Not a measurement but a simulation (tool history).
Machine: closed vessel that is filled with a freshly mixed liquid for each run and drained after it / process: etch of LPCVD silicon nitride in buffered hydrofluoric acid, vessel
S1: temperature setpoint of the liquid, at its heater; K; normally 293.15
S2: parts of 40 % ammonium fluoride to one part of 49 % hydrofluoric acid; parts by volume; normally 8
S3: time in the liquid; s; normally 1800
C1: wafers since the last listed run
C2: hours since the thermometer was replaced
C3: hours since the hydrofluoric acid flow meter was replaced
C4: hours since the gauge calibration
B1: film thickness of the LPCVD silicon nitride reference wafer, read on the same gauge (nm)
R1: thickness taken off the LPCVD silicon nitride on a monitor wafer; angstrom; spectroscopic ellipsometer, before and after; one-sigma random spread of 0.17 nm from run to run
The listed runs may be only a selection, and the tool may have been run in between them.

| run | hour | S1 | S2 | S3 | C1 | C2 | C3 | C4 | B1 | R1 |
|---|---|---|---|---|---|---|---|---|---|---|
| 1 | 0 | 293.15 | 8 | 1800 | 0 | 1148.8 | 67 | 1000 | 110.02 | 289.2 |
| 2 | 75.5 | 293.15 | 8 | 1800 | 3644 | 1224.3 | 142.5 | 1075.5 | 109.99 | 287.7 |
| 3 | 178.6 | 293.15 | 8 | 1800 | 4976 | 1327.4 | 245.6 | 1178.6 | 109.99 | 291 |
| 4 | 250 | 293.15 | 8 | 1800 | 3446 | 1398.8 | 317 | 1250 | 110 | 290.4 |
|  | 453.6 | gauge calibrated |
| 5 | 467.5 | 293.15 | 8 | 1800 | 10497 | 1616.3 | 534.5 | 13.9 | 110 | 291 |
|  | 524.8 | thermometer replaced |
| 6 | 563.4 | 293.15 | 8 | 1800 | 4580 | 38.6 | 630.4 | 109.8 | 109.99 | 275.6 |
| 7 | 639.6 | 293.15 | 8 | 1800 | 3677 | 114.8 | 706.6 | 186 | 110 | 276.8 |
| 8 | 693.7 | 293.15 | 9.5 | 1800 | 2611 | 168.9 | 760.7 | 240.1 | 109.98 | 234.9 |
| 9 | 770 | 290.15 | 9 | 1800 | 3682 | 245.2 | 837 | 316.4 | 110 | 204.5 |
| 10 | 820.3 | 296.65 | 6.5 | 1145 | 2427 | 295.5 | 887.3 | 366.7 | 109.99 | 259.9 |
| 11 | 913.3 | 290.15 | 9 | 1145 | 4488 | 388.5 | 980.3 | 459.7 | 109.98 | 131.6 |
|  | 964.7 | hydrofluoric acid flow meter replaced |
| 12 | 975.5 | 290.15 | 11 | 2875 | 2953 | 450.7 | 10.8 | 521.9 | 110.01 | 283.3 |
| 13 | 1069.4 | 293.15 | 7 | 1800 | 4532 | 544.6 | 104.7 | 615.8 | 110.01 | 321.8 |
| 14 | 1132.4 | 293.15 | 8 | 1800 | 3040 | 607.6 | 167.7 | 678.8 | 110 | 277.9 |
| 15 | 1224.4 | 296.15 | 8 | 1800 | 4440 | 699.6 | 259.7 | 770.8 | 109.98 | 330.1 |
| 16 | 1408.3 | 293.15 | 8 | 1800 | 8876 | 883.5 | 443.6 | 954.7 | 110 | 284.5 |

Forecast each of these 3 alternatives for the next run:
| A | 1409.5 | 293.15 | 8 | 1800 | 57 | 884.7 | 444.8 | 955.9 | ? | ? |
| B | 1409.5 | 294.65 | 11 | 970 | 57 | 884.7 | 444.8 | 955.9 | ? | ? |
| C | 1409.5 | 291.15 | 6 | 1520 | 57 | 884.7 | 444.8 | 955.9 | ? | ? |

| run | B1 | R1 |
|---|---|---|
| A | 110.01 | 281.7 |
| B | 110.01 | 123.8 |
| C | 110.01 | 280.8 |
Take away the tool's hidden state, keep each run's random variation, and the runs would have read:
| run | R1 |
|---|---|
| A | 273.3 |
| B | 120.2 |
| C | 272.4 |

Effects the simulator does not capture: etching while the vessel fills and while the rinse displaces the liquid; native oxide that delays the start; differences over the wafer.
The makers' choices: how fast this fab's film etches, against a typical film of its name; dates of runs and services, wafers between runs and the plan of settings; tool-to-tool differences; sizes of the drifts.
